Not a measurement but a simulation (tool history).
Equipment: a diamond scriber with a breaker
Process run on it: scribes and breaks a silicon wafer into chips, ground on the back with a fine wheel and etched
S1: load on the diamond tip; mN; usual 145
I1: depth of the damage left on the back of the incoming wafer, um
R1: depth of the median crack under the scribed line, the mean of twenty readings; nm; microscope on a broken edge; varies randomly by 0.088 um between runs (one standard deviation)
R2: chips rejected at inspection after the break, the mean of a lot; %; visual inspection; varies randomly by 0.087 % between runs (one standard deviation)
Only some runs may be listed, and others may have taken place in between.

Run 1, hour 0: usual settings; I1 0.74. Result: R1 5720 nm, R2 2.64 %.
Run 2, hour 68.6: usual settings; I1 0.34. Result: R1 5680 nm, R2 2.82 %.
Run 3, hour 143.9: usual settings; I1 0.54. Result: R1 5510 nm, R2 3.15 %.
Run 4, hour 186: usual settings but S1 134 mN; I1 0.56. Result: R1 5430 nm, R2 5.08 %.
Run 5, hour 233.5: usual settings but S1 134 mN; I1 0.71. Result: R1 5380 nm, R2 3.95 %.
Run 6, hour 315.8: usual settings; I1 0.42. Result: R1 5490 nm, R2 3.05 %.
Run 7, hour 368.9: usual settings; I1 0.5. Result: R1 5390 nm, R2 3.4 %.
At hour 439.8: diamond tip replaced by a new one.
Run 8, hour 450.1: usual settings but S1 166 mN; I1 0.44. Result: R1 6790 nm, R2 1.2 %.
Run 9, hour 552.1: usual settings but S1 166 mN; I1 0.78. Result: R1 6410 nm, R2 1.23 %.
Run 10, hour 656: usual settings but S1 172 mN; I1 0.65. Result: R1 6280 nm, R2 1.07 %.
Run 11, hour 758.1: usual settings but S1 160 mN; I1 0.71. Result: R1 5940 nm, R2 1.98 %.
Run 12, hour 860.5: usual settings but S1 160 mN; I1 0.69. Result: R1 5760 nm, R2 2.07 %.
Run 13, hour 897.6: usual settings but S1 164 mN; I1 0.57. Result: R1 5860 nm, R2 2.09 %.
Run 14, hour 945.4: usual settings but S1 164 mN; I1 0.55. Result: R1 5650 nm, R2 2.69 %.
Run 15, hour 1007.1: usual settings; I1 0.51. Result: R1 5230 nm, R2 4.37 %.
At hour 1045.4: load on the tip recalibrated.
Run 16, hour 1046: usual settings; I1 0.5. Result: R1 5650 nm, R2 2.79 %.
Run 17, hour 1091: usual settings but S1 170 mN; I1 0.73. Result: R1 5970 nm, R2 1.41 %.
Run 18, hour 1143.1: usual settings; I1 0.59. Result: R1 5410 nm, R2 2.77 %.
Run 19, hour 1205.3: usual settings but S1 114 mN; I1 0.63. Result: R1 4960 nm, R2 7.63 %.
Run 20, hour 1245.7: usual settings but S1 119 mN; I1 0.3. Result: R1 5050 nm, R2 6.7 %.
Run 21, hour 1300.3: usual settings but S1 129 mN; I1 0.59. Result: R1 5270 nm, R2 5.14 %.
At hour 1350.6: diamond tip replaced by a new one.
Run 22, hour 1366.3: usual settings but S1 118 mN; I1 0.7. Result: R1 5500 nm, R2 3.28 %.
Run 23, hour 1428.3: usual settings; I1 0.39. Result: R1 6100 nm, R2 1.73 %.
Run 24, hour 1486: usual settings but S1 174 mN; I1 0.31. Result: R1 6420 nm, R2 1.09 %.
Run 25, hour 1573.9: usual settings; I1 0.61. Result: R1 5740 nm, R2 2.35 %.
Run 26, hour 1680: usual settings but S1 161 mN; I1 0.39. Result: R1 5920 nm, R2 1.57 %.
Run 27, hour 1756: usual settings but S1 166 mN; I1 0.4. Result: R1 6060 nm, R2 1.74 %.
Run 28, hour 1860.8: usual settings but S1 110 mN; I1 0.74. Result: R1 4810 nm, R2 8.13 %.
Run 29, hour 1898.9: usual settings; I1 0.8. Result: R1 5390 nm, R2 4.4 %.
Run 30, hour 1995: usual settings but S1 165 mN; I1 0.67. Result: R1 5710 nm, R2 2.71 %.
Run 31, hour 2099.1: usual settings but S1 105 mN; I1 0.69. Result: R1 4540 nm, R2 13.64 %.
Run 32, hour 2164.7: usual settings but S1 129 mN; I1 0.46. Result: R1 4820 nm, R2 7.61 %.
At hour 2296.9: diamond tip replaced by a new one.
Run 33, hour 2424.3: usual settings but S1 181 mN; I1 0.75. Result: R1 6130 nm, R2 1.19 %.
At hour 2485.4: load on the tip recalibrated.
Run 34, hour 2498.5: usual settings but S1 101 mN; I1 0.73. Result: R1 5010 nm, R2 8.34 %.
Run 35, hour 2538.7: usual settings; I1 0.49. Result: R1 5940 nm, R2 1.98 %.
Run 36, hour 2689.8: usual settings; I1 0.57. Result: R1 5780 nm, R2 2.65 %.
Run 37, hour 2796.5: usual settings but S1 124 mN; I1 0.33. Result: R1 5240 nm, R2 5.23 %.

Forecast each of these 5 alternatives for the next run:
Run A, hour 2797: usual settings; I1 0.32. Result: R1 ?, R2 ?.
Run B, hour 2797: usual settings but S1 176 mN; I1 0.32. Result: R1 ?, R2 ?.
Run C, hour 2797: usual settings but S1 116 mN; I1 0.32. Result: R1 ?, R2 ?.
Run D, hour 2797: usual settings but S1 104 mN; I1 0.32. Result: R1 ?, R2 ?.
Run E, hour 2797: usual settings but S1 186 mN; I1 0.32. Result: R1 ?, R2 ?.

run    R1     R2
  A  5710   3.23
  B  6300   1.34
  C  5130   7.67
  D  4880  10.52
  E  6480   1.21
Had the tool no hidden state, the same runs would have come out as:
run    R1    R2
  A  6520  1.21
  B  7200  2.32
  C  5860  2.53
  D  5570  4.03
  E  7410  3.06
